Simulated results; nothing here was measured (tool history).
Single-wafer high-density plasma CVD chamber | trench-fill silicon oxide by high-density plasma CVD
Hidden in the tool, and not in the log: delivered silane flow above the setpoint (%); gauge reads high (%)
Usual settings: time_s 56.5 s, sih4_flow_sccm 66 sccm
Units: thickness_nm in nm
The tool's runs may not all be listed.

run    hour  time_s  sih4_flow_sccm  wafers since the last listed run  hours since the silane flow controller was replaced  hours since the gauge calibration  read-back reference wafer on the same gauge, thickness_nm  thickness_nm
  1     0.0    56.5              66                                 0                                               2234.4                              483.2                                                    416.508       366.826
  2    71.3    56.5              66                              1590                                               2305.7                              554.5                                                    415.889       365.473
  3   173.1    56.5              66                              2271                                               2407.5                              656.3                                                    415.997       365.881
  4   251.7    56.5              66                              1753                                               2486.1                              734.9                                                    416.344       364.557
  5   333.4    56.5              66                              1822                                               2567.8                              816.6                                                    416.183       366.405
  6   426.6    50.1              69                              2079                                               2661.0                              909.8                                                    415.923       339.826
  7   692.4    56.5              66                              5930                                               2926.8                             1175.6                                                    415.652       368.455
  8   905.8    56.5              66                              4761                                               3140.2                             1389.0                                                    415.821       370.966
  9   995.9    50.3              66                              2010                                               3230.3                             1479.1                                                    416.016       329.803
 10  1083.6    50.3              66                              1956                                               3318.0                             1566.8                                                    416.675       328.932
 11  1124.6    56.5              56                               914                                               3359.0                             1607.8                                                    415.489       319.787
 12  1179.9    56.5              62                              1233                                               3414.3                             1663.1                                                    416.040       351.662
 13  1387.7    56.5              62                              4636                                               3622.1                             1870.9                                                    416.165       352.057
     1483.2  -- silane flow controller replaced
 14  1493.8    56.5              62                              2188                                                 10.6                             1977.0                                                    415.729       338.668
 15  1543.3    56.5              66                              1104                                                 60.1                             2026.5                                                    416.198       357.517
 16  1625.2    56.5              66                              1827                                                142.0                             2108.4                                                    416.121       356.851
 17  1775.7    56.5              66                              3357                                                292.5                             2258.9                                                    415.826       356.883
 18  1851.3    56.5              66                              1686                                                368.1                             2334.5                                                    416.019       356.947
 19  1905.9    56.5              66                              1218                                                422.7                             2389.1                                                    415.962       358.451
 20  2012.9    56.5              66                              2387                                                529.7                             2496.1                                                    416.333       357.331
 21  2115.7    56.5              66                              2293                                                632.5                             2598.9                                                    416.265       356.653
 22  2173.1    56.5              66                              1280                                                689.9                             2656.3                                                    415.715       357.486
 23  2272.3    45.4              71                              2213                                                789.1                             2755.5                                                    415.379       306.959
 24  2375.5    56.5              66                              2302                                                892.3                             2858.7                                                    416.244       360.350
 25  2468.5    46.1              58                              2074                                                985.3                             2951.7                                                    416.058       260.133
 26  2565.7    56.5              62                              2168                                               1082.5                             3048.9                                                    415.895       339.035
     2567.2  -- gauge calibrated
 27  2614.3    56.5              66                              1084                                               1131.1                               47.1                                                    415.435       361.463
 28  2693.3    56.5              79                              1762                                               1210.1                              126.1                                                    415.482       428.541
 29  2773.0    56.5              54                              1778                                               1289.8                              205.8                                                    416.385       297.854
 30  2832.4    46.5              58                              1325                                               1349.2                              265.2                                                    415.836       262.662
 31  2901.4    53.7              66                              1539                                               1418.2                              334.2                                                    416.653       341.934
 32  3004.2    62.2              58                              2293                                               1521.0                              437.0                                                    416.040       351.255
 33  3046.0    52.9              66                               932                                               1562.8                              478.8                                                    416.306       337.801
 34  3084.5    56.5              66                               858                                               1601.3                              517.3                                                    416.251       360.350
 35  3162.2    56.5              62                              1733                                               1679.0                              595.0                                                    416.423       341.485
 36  3263.5    56.5              66                              2260                                               1780.3                              696.3                                                    416.183       361.614
 37  3305.8    62.2              66                               943                                               1822.6                              738.6                                                    416.415       397.970
 38  3375.3    59.9              72                              1550                                               1892.1                              808.1                                                    415.292       418.103
 39  3429.8    61.3              76                              1215                                               1946.6                              862.6                                                    415.356       449.141
 40  3497.1    56.5              66                              1501                                               2013.9                              929.9                                                    415.602       363.810
 41  3536.3    59.6              76                               874                                               2053.1                              969.1                                                    416.023       434.650
 42  3597.0    45.5              76                              1354                                               2113.8                             1029.8                                                    416.191       334.703
 43  3642.1    52.7              57                              1006                                               2158.9                             1074.9                                                    415.924       294.817

3 ways to go on from here, each from the tool as it stands after run 43. What would each give?
  A  3642.5    56.5              66                                 8                                               2159.3                             1075.3                                                          ?             ?
  B  3642.5    47.3              60                                 8                                               2159.3                             1075.3                                                          ?             ?
  C  3642.5    60.5              58                                 8                                               2159.3                             1075.3                                                          ?             ?

run  read-back reference wafer on the same gauge, thickness_nm  thickness_nm
  A                                                    416.174       365.518
  B                                                    416.174       279.765
  C                                                    416.174       346.654
Without the tool's hidden state the same runs would have given:
run  thickness_nm
  A       360.249
  B       275.732
  C       341.657
